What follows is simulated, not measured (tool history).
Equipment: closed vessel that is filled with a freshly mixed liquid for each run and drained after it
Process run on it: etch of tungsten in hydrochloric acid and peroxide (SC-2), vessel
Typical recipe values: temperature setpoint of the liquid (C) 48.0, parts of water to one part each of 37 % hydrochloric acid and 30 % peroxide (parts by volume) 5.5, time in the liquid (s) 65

run	hour	temperature setpoint of the liquid (C)	parts of water to one part each of 37 % hydrochloric acid and 30 % peroxide (parts by volume)	time in the liquid (s)	read-back film thickness of the tungsten reference wafer, read on the same gauge (nm)	thickness taken off the tungsten on a monitor wafer (Å)
1	0.0	48.0	5.5	65	50.02	198.2
# hour 14.1: new drum of peroxide connected
2	33.4	48.0	5.5	65	49.97	207.1
3	59.2	48.0	5.5	65	50.01	207.5
4	85.3	48.0	6.0	75	50.02	225.2
5	99.5	48.0	4.0	65	49.99	258.7
6	152.2	48.0	4.0	65	50.02	257.1
7	177.5	48.0	5.5	65	49.99	207.2
8	207.7	48.0	5.5	65	50.02	207.3
# hour 234.5: gauge calibrated
9	235.4	48.0	5.5	35	50.02	110.8
10	251.3	48.0	5.5	35	50.00	110.4
11	280.0	48.0	7.5	65	49.99	161.2
# hour 306.7: new drum of peroxide connected
12	307.2	48.0	6.5	65	50.00	191.5
13	335.8	48.0	4.0	65	50.01	266.8
14	361.3	53.5	8.0	65	50.03	228.6
# hour 362.4: thermometer replaced
# hour 381.3: chemicals flow meter replaced
15	386.9	55.0	5.5	85	49.97	388.0
16	410.6	48.0	5.5	65	49.99	187.0
17	446.4	43.0	5.5	95	50.03	196.0
18	473.1	48.0	5.5	65	49.99	187.3
19	498.4	43.5	5.5	50	50.01	104.8
20	519.1	48.0	8.0	35	50.01	75.5

4 options for the next run, each taken on its own from the tool as it stands now. Forecast them:
A	519.8	48.0	8.0	65	?	?
B	519.8	45.0	4.5	30	?	?
C	519.8	42.5	8.5	85	?	?
D	519.8	54.5	4.0	40	?	?

run	read-back film thickness of the tungsten reference wafer, read on the same gauge (nm)	thickness taken off the tungsten on a monitor wafer (Å)
A	49.99	139.2
B	49.99	80.8
C	49.99	118.9
D	49.99	219.8
What these runs would have given with no unlogged condition in the tool:
run	thickness taken off the tungsten on a monitor wafer (Å)
A	141.4
B	81.8
C	120.7
D	222.9

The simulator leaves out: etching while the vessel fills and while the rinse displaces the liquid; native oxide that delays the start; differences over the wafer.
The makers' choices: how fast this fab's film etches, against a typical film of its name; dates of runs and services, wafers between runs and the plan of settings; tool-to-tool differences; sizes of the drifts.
